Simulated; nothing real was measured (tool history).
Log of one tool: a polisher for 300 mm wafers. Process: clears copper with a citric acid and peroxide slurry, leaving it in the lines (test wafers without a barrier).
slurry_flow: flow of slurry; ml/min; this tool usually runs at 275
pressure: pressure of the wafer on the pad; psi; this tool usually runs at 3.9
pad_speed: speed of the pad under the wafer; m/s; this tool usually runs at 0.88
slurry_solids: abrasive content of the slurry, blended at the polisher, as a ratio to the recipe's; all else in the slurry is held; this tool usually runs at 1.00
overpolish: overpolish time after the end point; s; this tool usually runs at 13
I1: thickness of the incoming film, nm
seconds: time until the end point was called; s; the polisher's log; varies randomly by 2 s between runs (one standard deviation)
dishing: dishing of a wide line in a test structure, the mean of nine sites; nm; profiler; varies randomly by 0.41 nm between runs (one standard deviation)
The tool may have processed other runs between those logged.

Run 1, hour 0.0: usual settings; I1 333.2. Result: seconds 124.2 s, dishing 24.0 nm.
Run 2, hour 6.3: usual settings; I1 334.2. Result: seconds 123.7 s, dishing 24.0 nm.
Run 3, hour 19.4: usual settings; I1 338.1. Result: seconds 122.1 s, dishing 23.6 nm.
At hour 21.4: slurry nozzle cleaned.
Run 4, hour 28.2: usual settings but slurry_flow 235 ml/min; I1 337.9. Result: seconds 114.2 s, dishing 25.7 nm.
Run 5, hour 42.9: usual settings; I1 336.6. Result: seconds 108.8 s, dishing 25.9 nm.
Run 6, hour 57.8: usual settings; I1 334.9. Result: seconds 111.3 s, dishing 25.4 nm.
Run 7, hour 73.6: usual settings; I1 335.7. Result: seconds 112.8 s, dishing 25.7 nm.
At hour 83.6: head pressure recalibrated.
Run 8, hour 89.7: usual settings; I1 338.6. Result: seconds 113.4 s, dishing 26.1 nm.
Run 9, hour 100.0: usual settings; I1 328.8. Result: seconds 112.2 s, dishing 26.1 nm.
Run 10, hour 106.6: usual settings but pad_speed 1.04 m/s, slurry_solids 1.20, overpolish 6 s; I1 337.7. Result: seconds 95.0 s, dishing 14.8 nm.
At hour 119.2: slurry blender recalibrated.
Run 11, hour 119.7: usual settings but pad_speed 1.16 m/s; I1 337.6. Result: seconds 88.2 s, dishing 33.2 nm.
Run 12, hour 126.2: usual settings but slurry_flow 185 ml/min, overpolish 16 s; I1 336.7. Result: seconds 119.9 s, dishing 28.2 nm.
Run 13, hour 141.6: usual settings; I1 334.9. Result: seconds 116.1 s, dishing 26.4 nm.
Run 14, hour 147.8: usual settings but overpolish 17 s; I1 334.1. Result: seconds 111.9 s, dishing 32.0 nm.
Run 15, hour 156.2: usual settings; I1 337.2. Result: seconds 114.5 s, dishing 25.1 nm.
At hour 166.3: worn pad replaced by a new one, of another model than before.
Run 16, hour 166.8: usual settings but pressure 4.4 psi, slurry_solids 0.85, overpolish 20 s; I1 332.0. Result: seconds 104.8 s, dishing 39.5 nm.
Run 17, hour 213.8: usual settings but slurry_flow 305 ml/min, pressure 4.5 psi, overpolish 18 s; I1 329.2. Result: seconds 99.6 s, dishing 37.5 nm.
Run 18, hour 231.6: usual settings; I1 336.7. Result: seconds 115.0 s, dishing 26.1 nm.
Run 19, hour 238.9: usual settings but slurry_flow 340 ml/min; I1 330.7. Result: seconds 112.7 s, dishing 26.2 nm.
Run 20, hour 246.3: usual settings but slurry_flow 200 ml/min, pressure 4.5 psi, pad_speed 1.00 m/s, overpolish 20 s; I1 331.2. Result: seconds 95.1 s, dishing 43.0 nm.
Run 21, hour 254.2: usual settings but pressure 5.2 psi; I1 331.9. Result: seconds 90.2 s, dishing 31.6 nm.
Run 22, hour 261.9: usual settings; I1 336.3. Result: seconds 112.9 s, dishing 25.5 nm.
Run 23, hour 270.6: usual settings but pad_speed 1.08 m/s, slurry_solids 0.75, overpolish 7 s; I1 335.1. Result: seconds 101.1 s, dishing 15.8 nm.
Run 24, hour 281.7: usual settings; I1 337.5. Result: seconds 114.6 s, dishing 25.9 nm.
Run 25, hour 291.2: usual settings but pressure 4.5 psi, pad_speed 0.66 m/s; I1 333.3. Result: seconds 124.8 s, dishing 23.7 nm.
Run 26, hour 298.7: usual settings but overpolish 18 s; I1 338.9. Result: seconds 117.1 s, dishing 35.0 nm.
Run 27, hour 314.1: usual settings but pad_speed 0.62 m/s, slurry_solids 0.80; I1 330.3. Result: seconds 143.2 s, dishing 20.3 nm.
At hour 323.1: worn pad replaced by a new one.
At hour 323.7: slurry blender recalibrated.
Run 28, hour 326.1: usual settings but slurry_solids 0.80; I1 333.4. Result: seconds 119.7 s, dishing 24.9 nm.

Hidden state or all else? Some run-to-run changes of seconds, split into what the settings, what came in and random variation would give without the hidden state, and what is left for the hidden state (with any gauge scatter that isn't in both results):
What the log doesn't record here: removal rate lost through wear of the pad, %; slurry flow missing at the pad, %; deviation of the head's pressure from its setpoint, %; abrasive missing from the slurry, %.
Run 3 -> 4: slurry_flow 275 -> 235, slurry nozzle cleaned. seconds -7.9 s: hidden state -9.9, all else +2.0.
Run 11 -> 12: slurry_flow 275 -> 185, pad_speed 1.16 -> 0.88, overpolish 13 -> 16. seconds +31.7 s: hidden state +2.1, all else +29.6.
Run 26 -> 27: pad_speed 0.88 -> 0.62, slurry_solids 1.00 -> 0.80, overpolish 18 -> 13. seconds +26.1 s: hidden state +0.6, all else +25.5.
